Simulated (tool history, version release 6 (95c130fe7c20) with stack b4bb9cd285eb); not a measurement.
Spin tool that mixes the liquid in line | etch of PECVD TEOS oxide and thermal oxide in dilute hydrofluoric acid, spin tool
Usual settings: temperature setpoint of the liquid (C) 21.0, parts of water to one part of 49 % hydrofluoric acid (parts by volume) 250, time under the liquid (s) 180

run     day  temperature setpoint of the liquid (C)  parts of water to one part of 49 % hydrofluoric acid (parts by volume)  time under the liquid (s)  read-back film thickness of the PECVD TEOS oxide reference wafer, read on the same gauge (nm)  read-back film thickness of the thermal oxide reference wafer, read on the same gauge (nm)  thickness taken off the PECVD TEOS oxide on a monitor wafer (nm)  thickness taken off the thermal oxide on a monitor wafer (nm)
  1   0.000                                    21.0                                                                     250                        180                                                                                         50.029                                                                                      79.994                                                             5.224                                                          3.138
      0.300  -- thermometer replaced
  2   0.454                                    21.0                                                                     250                        180                                                                                         49.994                                                                                      80.014                                                             5.315                                                          3.072
  3   0.754                                    21.0                                                                     250                        180                                                                                         49.997                                                                                      79.998                                                             5.158                                                          3.094
  4   1.375                                    21.0                                                                     250                        180                                                                                         49.989                                                                                      79.990                                                             5.250                                                          3.027
  5   1.842                                    21.0                                                                     250                        210                                                                                         50.004                                                                                      80.013                                                             6.206                                                          3.658
  6   2.175                                    21.0                                                                     250                        180                                                                                         50.026                                                                                      79.996                                                             5.197                                                          3.100
  7   2.858                                    21.0                                                                     250                        180                                                                                         50.021                                                                                      79.999                                                             5.215                                                          3.115
  8   3.417                                    21.0                                                                     315                        220                                                                                         50.007                                                                                      79.992                                                             4.778                                                          2.872
      3.854  -- gauge calibrated
  9   4.071                                    18.5                                                                     285                        180                                                                                         49.986                                                                                      79.987                                                             4.045                                                          2.421
 10   4.600                                    18.0                                                                     295                        275                                                                                         49.999                                                                                      80.002                                                             5.816                                                          3.458
 11   5.021                                    23.5                                                                     375                        145                                                                                         50.020                                                                                      80.002                                                             2.754                                                          1.648
 12   5.433                                    17.0                                                                     365                        235                                                                                         50.004                                                                                      79.997                                                             3.752                                                          2.188
      5.529  -- hydrofluoric acid flow meter replaced
 13   5.967                                    21.0                                                                     250                        180                                                                                         50.001                                                                                      80.005                                                             4.636                                                          2.742
 14   6.367                                    21.0                                                                     370                        150                                                                                         49.959                                                                                      79.999                                                             2.358                                                          1.433
 15   6.975                                    25.0                                                                     250                        180                                                                                         50.003                                                                                      80.016                                                             5.337                                                          3.170
 16   7.629                                    17.0                                                                     215                        225                                                                                         49.994                                                                                      80.000                                                             5.975                                                          3.590
 17   8.133                                    22.5                                                                     175                        265                                                                                         49.996                                                                                      79.999                                                            11.402                                                          6.813
 18  10.125                                    19.0                                                                     130                        115                                                                                         50.005                                                                                      80.010                                                             6.066                                                          3.603
 19  10.608                                    23.0                                                                     250                        180                                                                                         49.987                                                                                      80.022                                                             5.073                                                          2.985
 20  10.867                                    17.0                                                                     195                        270                                                                                         50.006                                                                                      80.005                                                             8.228                                                          4.860
 21  11.579                                    18.5                                                                     175                        235                                                                                         50.027                                                                                      80.015                                                             8.606                                                          5.127
 22  11.875                                    21.0                                                                     250                        215                                                                                         50.003                                                                                      79.978                                                             5.714                                                          3.357
 23  12.342                                    17.0                                                                     335                         90                                                                                         49.989                                                                                      79.979                                                             1.419                                                          0.845
 24  13.092                                    21.0                                                                     250                        180                                                                                         49.970                                                                                      79.980                                                             4.758                                                          2.828
 25  13.704                                    25.0                                                                     360                        280                                                                                         50.006                                                                                      80.031                                                             5.366                                                          3.150

5 ways to go on from here, each from the tool as it stands after run 25. What would each give?
  A  13.725                                    17.5                                                                     250                        180                                                                                              ?                                                                                           ?                                                                 ?                                                              ?
  B  13.725                                    21.0                                                                     155                        180                                                                                              ?                                                                                           ?                                                                 ?                                                              ?
  C  13.725                                    21.0                                                                     160                        235                                                                                              ?                                                                                           ?                                                                 ?                                                              ?
  D  13.725                                    17.0                                                                     250                        130                                                                                              ?                                                                                           ?                                                                 ?                                                              ?
  E  13.725                                    17.5                                                                     250                        250                                                                                              ?                                                                                           ?                                                                 ?                                                              ?

run  read-back film thickness of the PECVD TEOS oxide reference wafer, read on the same gauge (nm)  read-back film thickness of the thermal oxide reference wafer, read on the same gauge (nm)  thickness taken off the PECVD TEOS oxide on a monitor wafer (nm)  thickness taken off the thermal oxide on a monitor wafer (nm)
  A                                                                                         50.020                                                                                      80.004                                                             4.201                                                          2.505
  B                                                                                         50.020                                                                                      80.004                                                             8.497                                                          5.067
  C                                                                                         50.020                                                                                      80.004                                                            10.692                                                          6.375
  D                                                                                         50.020                                                                                      80.004                                                             2.976                                                          1.774
  E                                                                                         50.020                                                                                      80.004                                                             5.835                                                          3.479
Without the tool's hidden state the same runs would have given:
run  thickness taken off the PECVD TEOS oxide on a monitor wafer (nm)  thickness taken off the thermal oxide on a monitor wafer (nm)
  A                                                             4.063                                                          2.423
  B                                                             8.230                                                          4.907
  C                                                            10.354                                                          6.174
  D                                                             2.878                                                          1.716
  E                                                             5.643                                                          3.365

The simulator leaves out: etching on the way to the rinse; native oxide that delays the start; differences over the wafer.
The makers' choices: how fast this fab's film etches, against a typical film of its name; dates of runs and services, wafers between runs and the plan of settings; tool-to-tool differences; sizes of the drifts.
